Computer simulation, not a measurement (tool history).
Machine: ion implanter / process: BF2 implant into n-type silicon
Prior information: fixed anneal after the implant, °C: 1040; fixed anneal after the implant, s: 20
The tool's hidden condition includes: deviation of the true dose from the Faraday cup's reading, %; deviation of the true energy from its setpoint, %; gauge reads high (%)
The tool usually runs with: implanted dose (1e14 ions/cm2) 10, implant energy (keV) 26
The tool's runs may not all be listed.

run     day  implanted dose (1e14 ions/cm2)  implant energy (keV)  wafers since the last listed run  hours since the last dose calibration  hours since the extraction supply was calibrated  hours since the gauge calibration  read-back reference wafer on the same gauge, sheet resistance  sheet resistance of the implanted and annealed layer (ohm/square)
  1       0                              10                    26                                 0                                 1119.4                                            5608.4                                192                                                          160.8                                                             142.14
  2   2.746                              10                    26                               607                                 1185.3                                            5674.3                              257.9                                                         161.25                                                             139.76
  3   4.058                            7.91                  19.5                               290                                 1216.8                                            5705.8                              289.4                                                          160.7                                                             174.55
  4   6.646                            8.04                  20.5                               572                                 1278.9                                            5767.9                              351.5                                                         161.15                                                             173.37
  5   8.808                            8.08                  29.5                               478                                 1330.8                                            5819.8                              403.4                                                         160.92                                                              160.8
  6  11.425                            8.08                  29.5                               579                                 1393.6                                            5882.6                              466.2                                                         160.69                                                             161.24
  7  12.917                              10                    26                               330                                 1429.4                                            5918.4                                502                                                         160.76                                                             142.36
  8  20.104                              10                    26                              1590                                 1601.9                                            6090.9                              674.5                                                         160.99                                                              143.1
  9  22.092                              10                    26                               439                                 1649.6                                            6138.6                              722.2                                                         161.43                                                             143.12
 10  24.758                              10                    26                               590                                 1713.6                                            6202.6                              786.2                                                         161.08                                                             142.65
 11  26.267                            8.41                    26                               333                                 1749.8                                            6238.8                              822.4                                                         161.28                                                             159.94
     28.888  -- Faraday cup replaced and dose calibrated
 12  28.908                            8.41                    26                               510                                    0.5                                            6302.2                              885.8                                                         160.65                                                             155.92
 13  31.025                              10                    26                               468                                   51.3                                              6353                              936.6                                                         161.12                                                             140.12
     32.408  -- gauge calibrated
 14  33.729                              10                    26                               598                                  116.2                                            6417.9                               31.7                                                         160.84                                                             139.27
     34.833  -- extraction supply calibrated
 15  35.788                              10                    26                               381                                  165.6                                              22.9                               81.1                                                         160.83                                                             139.28
 16  37.308                              10                    26                               336                                  202.1                                              59.4                              117.6                                                         160.77                                                             139.09
 17  39.271                            8.43                  17.5                               434                                  249.2                                             106.5                              164.7                                                         160.92                                                             171.76
 18  40.338                              10                  30.5                               236                                  274.8                                             132.1                              190.3                                                         160.99                                                             133.32
 19  42.442                           12.17                    29                               465                                  325.3                                             182.6                              240.8                                                         160.92                                                             121.98
 20  45.375                            7.42                    26                               649                                  395.7                                               253                              311.2                                                         161.29                                                             173.23
 21  46.425                            8.95                  23.5                               232                                  420.9                                             278.2                              336.4                                                         160.94                                                             155.08
 22  47.854                           11.08                    31                               316                                  455.2                                             312.5                              370.7                                                         160.82                                                             126.28
 23   56.35                           11.05                    33                              1880                                  659.1                                             516.4                              574.6                                                         160.92                                                             125.32
 24  58.329                            7.27                  23.5                               438                                  706.6                                             563.9                              622.1                                                          160.7                                                             179.61
 25  60.404                           11.06                  21.5                               459                                  756.4                                             613.7                              671.9                                                         161.32                                                             140.95
 26  61.671                           11.26                  17.5                               280                                  786.8                                             644.1                              702.3                                                         160.97                                                             148.03
 27  64.183                              10                    26                               556                                  847.1                                             704.4                              762.6                                                         160.97                                                             141.13
 28  66.029                           11.31                    34                               408                                  891.4                                             748.7                              806.9                                                         160.73                                                             123.05
 29  68.667                              10                    26                               583                                  954.7                                               812                              870.2                                                         161.13                                                             141.76
 30  70.962                           12.69                    26                               508                                 1009.8                                             867.1                              925.3                                                         161.24                                                             124.46
       72.6  -- gauge calibrated
 31   72.85                           11.89                  28.5                               417                                 1055.1                                             912.4                                  6                                                         161.09                                                             125.66

Predict each of these 3 candidate next runs independently; none follows another, all start after run 31:
  A  72.867                              10                    26                                 3                                 1055.5                                             912.8                                6.4                                                              ?                                                                  ?
  B  72.867                              10                    33                                 3                                 1055.5                                             912.8                                6.4                                                              ?                                                                  ?
  C  72.867                           10.86                    26                                 3                                 1055.5                                             912.8                                6.4                                                              ?                                                                  ?

run  read-back reference wafer on the same gauge, sheet resistance  sheet resistance of the implanted and annealed layer (ohm/square)
  A                                                         161.13                                                             141.63
  B                                                         161.13                                                             133.91
  C                                                         161.13                                                             134.81
Without the tool's unlogged condition, the same runs would have read:
run  sheet resistance of the implanted and annealed layer (ohm/square)
  A                                                             138.37
  B                                                             130.48
  C                                                             131.99
